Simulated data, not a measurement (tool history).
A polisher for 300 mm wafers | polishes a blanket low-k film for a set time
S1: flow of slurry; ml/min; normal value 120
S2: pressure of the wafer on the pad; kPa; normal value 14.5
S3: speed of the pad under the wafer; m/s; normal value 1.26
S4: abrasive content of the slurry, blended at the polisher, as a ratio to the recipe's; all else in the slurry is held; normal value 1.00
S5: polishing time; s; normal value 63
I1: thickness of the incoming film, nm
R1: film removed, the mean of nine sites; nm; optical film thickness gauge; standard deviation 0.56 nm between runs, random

Run 1, day 0.000: usual settings; I1 623.3. Result: R1 38.8 nm.
Run 2, day 2.521: usual settings but S5 75 s; I1 619.0. Result: R1 45.1 nm.
At day 3.679: worn pad replaced by a new one.
At day 4.204: slurry blender recalibrated.
At day 4.538: slurry nozzle cleaned.
Run 3, day 4.608: usual settings but S5 75 s; I1 623.7. Result: R1 43.9 nm.
Run 4, day 7.788: usual settings; I1 623.6. Result: R1 37.0 nm.
Run 5, day 9.300: usual settings but S5 50 s; I1 618.4. Result: R1 29.9 nm.
At day 14.212: conditioning disc replaced and pad reconditioned.
Run 6, day 15.871: usual settings but S5 50 s; I1 613.9. Result: R1 31.1 nm.
Run 7, day 19.412: usual settings but S4 1.20; I1 622.5. Result: R1 41.9 nm.
Run 8, day 22.604: usual settings but S4 1.20; I1 619.1. Result: R1 42.4 nm.
Run 9, day 24.542: usual settings; I1 607.0. Result: R1 37.6 nm.
At day 24.754: head pressure recalibrated.
At day 24.896: slurry blender recalibrated.
At day 25.921: worn pad replaced by a new one.
Run 10, day 27.438: usual settings; I1 625.2. Result: R1 35.9 nm.
At day 28.383: slurry nozzle cleaned.
Run 11, day 29.029: usual settings but S1 150 ml/min, S3 0.94 m/s; I1 624.0. Result: R1 30.4 nm.
Run 12, day 32.771: usual settings but S3 1.38 m/s; I1 626.7. Result: R1 38.7 nm.
At day 35.283: conditioning disc replaced and pad reconditioned.
Run 13, day 35.408: usual settings but S2 17.2 kPa, S3 1.68 m/s, S4 1.15; I1 618.4. Result: R1 64.4 nm.
Run 14, day 39.654: usual settings; I1 609.8. Result: R1 38.5 nm.
At day 43.583: slurry blender recalibrated.
Run 15, day 44.042: usual settings but S3 1.02 m/s, S4 1.15; I1 623.1. Result: R1 35.9 nm.
Run 16, day 46.312: usual settings but S2 19.3 kPa, S5 48 s; I1 625.6. Result: R1 37.2 nm.
At day 47.583: worn pad replaced by a new one.
At day 50.492: head pressure recalibrated.
At day 54.300: conditioning disc replaced and pad reconditioned.
At day 54.633: slurry nozzle cleaned.
Run 17, day 58.058: usual settings; I1 633.3. Result: R1 38.9 nm.
Run 18, day 62.112: usual settings but S2 10.3 kPa, S5 76 s; I1 621.9. Result: R1 32.3 nm.
At day 63.196: slurry blender recalibrated.
Run 19, day 68.558: usual settings but S3 0.88 m/s, S5 44 s; I1 630.6. Result: R1 19.4 nm.
At day 69.246: worn pad replaced by a new one.
Run 20, day 70.846: usual settings but S4 1.15, S5 73 s; I1 615.7. Result: R1 46.7 nm.
Run 21, day 74.200: usual settings but S1 135 ml/min, S4 1.20; I1 622.1. Result: R1 42.2 nm.
Run 22, day 76.721: usual settings but S3 0.82 m/s, S4 1.25; I1 609.0. Result: R1 30.0 nm.
At day 77.671: conditioning disc replaced and pad reconditioned.
At day 78.925: head pressure recalibrated.
Run 23, day 80.512: usual settings but S1 150 ml/min, S5 70 s; I1 625.4. Result: R1 45.8 nm.
At day 83.725: slurry nozzle cleaned.
Run 24, day 84.496: usual settings; I1 625.6. Result: R1 38.5 nm.
At day 86.958: slurry blender recalibrated.
At day 93.075: worn pad replaced by a new one.
Run 25, day 93.412: usual settings but S1 140 ml/min, S2 17.2 kPa, S4 1.30, S5 81 s; I1 622.2. Result: R1 66.5 nm.

What the log doesn't show, run by run:
removal rate lost through wear of the pad, %: 0 on each run
slurry flow missing at the pad, %: 0 on each run
deviation of the head's pressure from its setpoint, %: 0 on each run
abrasive missing from the slurry, %: 0 on each run
H1: time polished since the conditioner stopped cutting, s
run    H1
  1  94.3
  2   121
  3   143
  4   177
  5   194
  6  51.9
  7  89.7
  8   124
  9   144
 10   175
 11   192
 12   232
 13  5.95
 14  51.3
 15  98.1
 16   122
 17  51.6
 18  94.9
 19   164
 20   188
 21   224
 22   251
 23  32.5
 24    75
 25   170
